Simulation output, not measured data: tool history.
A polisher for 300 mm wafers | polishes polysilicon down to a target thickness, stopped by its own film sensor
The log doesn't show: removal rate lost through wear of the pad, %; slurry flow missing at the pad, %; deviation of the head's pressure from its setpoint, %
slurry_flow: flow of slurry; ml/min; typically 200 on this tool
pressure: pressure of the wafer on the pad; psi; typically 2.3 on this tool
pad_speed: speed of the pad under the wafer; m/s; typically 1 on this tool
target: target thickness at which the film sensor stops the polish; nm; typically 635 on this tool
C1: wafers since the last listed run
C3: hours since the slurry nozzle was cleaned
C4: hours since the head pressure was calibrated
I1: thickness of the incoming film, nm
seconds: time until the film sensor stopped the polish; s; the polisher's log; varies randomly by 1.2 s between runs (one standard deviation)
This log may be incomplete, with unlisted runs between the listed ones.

Run 1, hour 0: usual settings; C1 0; wafers polished on this pad 4516; C3 90.7; C4 947.6; I1 1109.7. Result: seconds 64.6 s.
Run 2, hour 35: usual settings; C1 482; wafers polished on this pad 4999; C3 125.7; C4 982.6; I1 1120. Result: seconds 67.4 s.
Run 3, hour 62.1: usual settings; C1 373; wafers polished on this pad 5372; C3 152.8; C4 1009.7; I1 1108.9. Result: seconds 66.5 s.
At hour 73.2: worn pad replaced by a new one.
Run 4, hour 89.1: usual settings; C1 317; wafers polished on this pad 219; C3 179.8; C4 1036.7; I1 1117.9. Result: seconds 70.2 s.
Run 5, hour 143.5: usual settings but pressure 2.8 psi; C1 749; wafers polished on this pad 969; C3 234.2; C4 1091.1; I1 1110.2. Result: seconds 58.7 s.
Run 6, hour 172.3: usual settings but pressure 2.8 psi; C1 396; wafers polished on this pad 1366; C3 263; C4 1119.9; I1 1118.4. Result: seconds 62.1 s.
Run 7, hour 222.2: usual settings but pad_speed 0.84 m/s; C1 687; wafers polished on this pad 2054; C3 312.9; C4 1169.8; I1 1115.8. Result: seconds 79.2 s.
Run 8, hour 281.3: usual settings but pad_speed 0.84 m/s; C1 814; wafers polished on this pad 2868; C3 372; C4 1228.9; I1 1111.1. Result: seconds 82.9 s.
Run 9, hour 328.7: usual settings but target 701 nm; C1 653; wafers polished on this pad 3522; C3 419.4; C4 1276.3; I1 1104.4. Result: seconds 60.7 s.
Run 10, hour 377.4: usual settings; C1 671; wafers polished on this pad 4193; C3 468.1; C4 1325; I1 1102.1. Result: seconds 66.7 s.
At hour 381.9: head pressure recalibrated.
Run 11, hour 410.2: usual settings; C1 424; wafers polished on this pad 4618; C3 500.9; C4 28.3; I1 1117.5. Result: seconds 70.5 s.
Run 12, hour 461.4: usual settings; C1 705; wafers polished on this pad 5323; C3 552.1; C4 79.5; I1 1097.9. Result: seconds 66.4 s.
Run 13, hour 500.5: usual settings; C1 538; wafers polished on this pad 5862; C3 591.2; C4 118.6; I1 1110.6. Result: seconds 72.8 s.
At hour 513: worn pad replaced by a new one.
Run 14, hour 547: usual settings but target 534 nm; C1 585; wafers polished on this pad 468; C3 637.7; C4 165.1; I1 1106. Result: seconds 85.1 s.
Run 15, hour 614.6: usual settings but target 534 nm; C1 931; wafers polished on this pad 1400; C3 705.3; C4 232.7; I1 1116.6. Result: seconds 86.2 s.
Run 16, hour 660.9: usual settings; C1 638; wafers polished on this pad 2038; C3 751.6; C4 279; I1 1115.4. Result: seconds 71.7 s.
Run 17, hour 699.8: usual settings but slurry_flow 140 ml/min, pressure 2.1 psi, target 543 nm; C1 536; wafers polished on this pad 2575; C3 790.5; C4 317.9; I1 1105.7. Result: seconds 94.6 s.
At hour 702.6: slurry nozzle cleaned.
Run 18, hour 724.1: usual settings but pressure 1.6 psi, target 540 nm; C1 321; wafers polished on this pad 2896; C3 21.5; C4 342.2; I1 1111.8. Result: seconds 107.7 s.
Run 19, hour 778.9: usual settings but slurry_flow 165 ml/min, pressure 2.6 psi; C1 755; wafers polished on this pad 3651; C3 76.3; C4 397; I1 1097. Result: seconds 66.5 s.
Run 20, hour 816.8: usual settings but target 756 nm; C1 522; wafers polished on this pad 4173; C3 114.2; C4 434.9; I1 1114.4. Result: seconds 52.5 s.
Run 21, hour 842.2: usual settings; C1 350; wafers polished on this pad 4524; C3 139.6; C4 460.3; I1 1102.8. Result: seconds 72.4 s.
At hour 893.6: worn pad replaced by a new one.
At hour 893.8: head pressure recalibrated, repeated, since the last time left the tool worse.
Run 22, hour 911.1: usual settings but target 701 nm; C1 891; wafers polished on this pad 238; C3 208.5; C4 17.3; I1 1122.4. Result: seconds 57.6 s.
Run 23, hour 962.4: usual settings but pressure 1.9 psi; C1 707; wafers polished on this pad 945; C3 259.8; C4 68.6; I1 1115.9. Result: seconds 73.2 s.
Run 24, hour 1148.9: usual settings but pressure 2.5 psi, pad_speed 1.18 m/s; C1 2570; wafers polished on this pad 3516; C3 446.3; C4 255.1; I1 1125.4. Result: seconds 54.4 s.
Run 25, hour 1196.7: usual settings but slurry_flow 220 ml/min, pressure 2.6 psi; C1 658; wafers polished on this pad 4175; C3 494.1; C4 302.9; I1 1101.7. Result: seconds 59.3 s.
Run 26, hour 1246: usual settings but slurry_flow 170 ml/min; C1 679; wafers polished on this pad 4854; C3 543.4; C4 352.2; I1 1121.7. Result: seconds 70.3 s.
Run 27, hour 1275.7: usual settings but target 752 nm; C1 409; wafers polished on this pad 5264; C3 573.1; C4 381.9; I1 1116.6. Result: seconds 49.7 s.
Run 28, hour 1319.8: usual settings; C1 607; wafers polished on this pad 5872; C3 617.2; C4 426; I1 1111.3. Result: seconds 67 s.
At hour 1338.5: worn pad replaced by a new one.
At hour 1347.9: slurry nozzle cleaned.
Run 29, hour 1363.6: usual settings but slurry_flow 155 ml/min, target 553 nm; C1 534; wafers polished on this pad 332; C3 15.7; C4 469.8; I1 1118.1. Result: seconds 80.2 s.
Run 30, hour 1404.8: usual settings; C1 567; wafers polished on this pad 900; C3 56.9; C4 511; I1 1118.7. Result: seconds 68.4 s.
Run 31, hour 1442: usual settings but slurry_flow 255 ml/min, pressure 1.7 psi, target 491 nm; C1 512; wafers polished on this pad 1412; C3 94.1; C4 548.2; I1 1114.6. Result: seconds 100.7 s.
Run 32, hour 1495.2: usual settings but slurry_flow 170 ml/min, target 553 nm; C1 733; wafers polished on this pad 2146; C3 147.3; C4 601.4; I1 1106.6. Result: seconds 77.5 s.
Run 33, hour 1554.9: usual settings but pad_speed 1.14 m/s, target 692 nm; C1 822; wafers polished on this pad 2969; C3 207; C4 661.1; I1 1097.2. Result: seconds 49.5 s.
Run 34, hour 1691.9: usual settings; C1 1888; wafers polished on this pad 4857; C3 344; C4 798.1; I1 1126.1. Result: seconds 70.6 s.
Run 35, hour 1735.1: usual settings but pressure 2.8 psi; C1 595; wafers polished on this pad 5453; C3 387.2; C4 841.3; I1 1106. Result: seconds 58.8 s.
At hour 1761.5: worn pad replaced by a new one.
Run 36, hour 1777.4: usual settings but slurry_flow 250 ml/min, pressure 3.1 psi, target 530 nm; C1 527; wafers polished on this pad 219; C3 429.5; C4 883.6; I1 1088.3. Result: seconds 64.2 s.
Run 37, hour 1831: usual settings but pressure 2.5 psi, pad_speed 1.18 m/s; C1 738; wafers polished on this pad 957; C3 483.1; C4 937.2; I1 1106.2. Result: seconds 54.3 s.

What the log doesn't show, run by run:
removal rate lost through wear of the pad, %: 0, the same for each run
slurry flow missing at the pad, %: 0, the same for each run
H1: deviation of the head's pressure from its setpoint, %
run      H1
  1   -5.61
  2   -5.81
  3   -5.97
  4   -6.12
  5   -6.44
  6    -6.6
  7   -6.89
  8   -7.23
  9    -7.5
 10   -7.78
 11   -12.8
 12   -13.1
 13   -13.4
 14   -13.6
 15     -14
 16   -14.3
 17   -14.5
 18   -14.6
 19     -15
 20   -15.2
 21   -15.3
 22  -0.455
 23   -0.75
 24   -1.82
 25    -2.1
 26   -2.38
 27   -2.55
 28    -2.8
 29   -3.06
 30   -3.29
 31   -3.51
 32   -3.81
 33   -4.16
 34   -4.94
 35   -5.19
 36   -5.44
 37   -5.74
